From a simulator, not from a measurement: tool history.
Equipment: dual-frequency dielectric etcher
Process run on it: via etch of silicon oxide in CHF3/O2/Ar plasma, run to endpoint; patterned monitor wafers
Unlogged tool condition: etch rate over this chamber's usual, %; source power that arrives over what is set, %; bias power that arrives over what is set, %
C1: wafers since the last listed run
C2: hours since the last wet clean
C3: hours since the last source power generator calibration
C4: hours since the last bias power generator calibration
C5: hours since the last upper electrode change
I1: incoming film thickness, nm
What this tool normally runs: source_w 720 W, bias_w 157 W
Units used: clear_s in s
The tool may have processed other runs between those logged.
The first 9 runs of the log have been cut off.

At day 26.404: wet clean of the chamber.
Run 10, day 26.425: usual settings but bias_w 136 W; C1 214; C2 0.5; C3 2581.9; C4 2071.4; C5 2936.8; I1 821.4. Result: clear_s 398.8 s.
Run 11, day 28.475: usual settings but bias_w 136 W; C1 305; C2 49.7; C3 2631.1; C4 2120.6; C5 2986.0; I1 811.9. Result: clear_s 394.6 s.
Run 12, day 30.804: usual settings but bias_w 136 W; C1 346; C2 105.6; C3 2687.0; C4 2176.5; C5 3041.9; I1 814.4. Result: clear_s 393.8 s.
Run 13, day 34.812: usual settings but source_w 770 W; C1 596; C2 201.8; C3 2783.2; C4 2272.7; C5 3138.1; I1 814.2. Result: clear_s 371.9 s.
Run 14, day 38.133: usual settings but source_w 770 W; C1 494; C2 281.5; C3 2862.9; C4 2352.4; C5 3217.8; I1 810.0. Result: clear_s 371.0 s.
Run 15, day 42.604: usual settings but source_w 770 W; C1 665; C2 388.8; C3 2970.2; C4 2459.7; C5 3325.1; I1 819.6. Result: clear_s 376.1 s.
Run 16, day 46.933: usual settings but bias_w 139 W; C1 644; C2 492.7; C3 3074.1; C4 2563.6; C5 3429.0; I1 815.3. Result: clear_s 394.6 s.
Run 17, day 48.579: usual settings; C1 245; C2 532.2; C3 3113.6; C4 2603.1; C5 3468.5; I1 812.7. Result: clear_s 380.9 s.
Run 18, day 51.929: usual settings but source_w 880 W, bias_w 129 W; C1 498; C2 612.6; C3 3194.0; C4 2683.5; C5 3548.9; I1 810.8. Result: clear_s 374.0 s.
Run 19, day 53.788: usual settings but source_w 620 W, bias_w 129 W; C1 276; C2 657.2; C3 3238.6; C4 2728.1; C5 3593.5; I1 806.4. Result: clear_s 414.1 s.
At day 55.962: wet clean of the chamber.
At day 58.204: bias power generator calibrated.
Run 20, day 65.238: usual settings but source_w 810 W, bias_w 183 W; C1 1531; C2 222.6; C3 3513.4; C4 168.8; C5 3868.3; I1 817.6. Result: clear_s 352.7 s.
At day 67.258: source power generator calibrated.
Run 21, day 67.988: usual settings; C1 384; C2 288.6; C3 17.5; C4 234.8; C5 3934.3; I1 818.3. Result: clear_s 384.7 s.
Run 22, day 69.533: usual settings but source_w 670 W, bias_w 190 W; C1 230; C2 325.7; C3 54.6; C4 271.9; C5 3971.4; I1 813.9. Result: clear_s 372.2 s.
At day 73.933: upper electrode replaced.
Run 23, day 73.954: usual settings but source_w 770 W, bias_w 144 W; C1 509; C2 431.8; C3 160.7; C4 378.0; C5 0.5; I1 807.0. Result: clear_s 376.7 s.
Run 24, day 74.942: usual settings but source_w 550 W; C1 147; C2 455.5; C3 184.4; C4 401.7; C5 24.2; I1 808.1. Result: clear_s 413.3 s.
Run 25, day 77.454: usual settings; C1 374; C2 515.8; C3 244.7; C4 462.0; C5 84.5; I1 808.9. Result: clear_s 378.9 s.
At day 79.467: wet clean of the chamber.
Run 26, day 89.333: usual settings; C1 1620; C2 236.8; C3 529.8; C4 747.1; C5 369.6; I1 804.4. Result: clear_s 375.8 s.
Run 27, day 93.271: usual settings but source_w 800 W, bias_w 167 W; C1 586; C2 331.3; C3 624.3; C4 841.6; C5 464.1; I1 820.8. Result: clear_s 366.1 s.
Run 28, day 96.054: usual settings but bias_w 187 W; C1 414; C2 398.1; C3 691.1; C4 908.4; C5 530.9; I1 811.0. Result: clear_s 363.3 s.
Run 29, day 100.021: usual settings but source_w 560 W, bias_w 130 W; C1 590; C2 493.3; C3 786.3; C4 1003.6; C5 626.1; I1 811.8. Result: clear_s 429.5 s.
At day 101.742: wet clean of the chamber.
Run 30, day 103.729: usual settings but source_w 650 W, bias_w 175 W; C1 403; C2 47.7; C3 875.3; C4 1092.6; C5 715.1; I1 809.4. Result: clear_s 380.7 s.

Below are 4 alternative next runs, each starting from the tool's condition after run 30. Predict each:
Run A, day 103.750: usual settings but source_w 610 W; C1 3; C2 48.2; C3 875.8; C4 1093.1; C5 715.6; I1 817.3. Result: clear_s ?.
Run B, day 103.750: usual settings but source_w 590 W, bias_w 185 W; C1 3; C2 48.2; C3 875.8; C4 1093.1; C5 715.6; I1 817.3. Result: clear_s ?.
Run C, day 103.750: usual settings but source_w 800 W; C1 3; C2 48.2; C3 875.8; C4 1093.1; C5 715.6; I1 817.3. Result: clear_s ?.
Run D, day 103.750: usual settings but source_w 590 W; C1 3; C2 48.2; C3 875.8; C4 1093.1; C5 715.6; I1 817.3. Result: clear_s ?.

run  clear_s
  A    401.0
  B    387.8
  C    367.6
  D    405.2
Stripped of hidden state, with their random variation kept, the same runs would have yielded:
run  clear_s
  A    401.0
  B    387.8
  C    367.6
  D    405.2

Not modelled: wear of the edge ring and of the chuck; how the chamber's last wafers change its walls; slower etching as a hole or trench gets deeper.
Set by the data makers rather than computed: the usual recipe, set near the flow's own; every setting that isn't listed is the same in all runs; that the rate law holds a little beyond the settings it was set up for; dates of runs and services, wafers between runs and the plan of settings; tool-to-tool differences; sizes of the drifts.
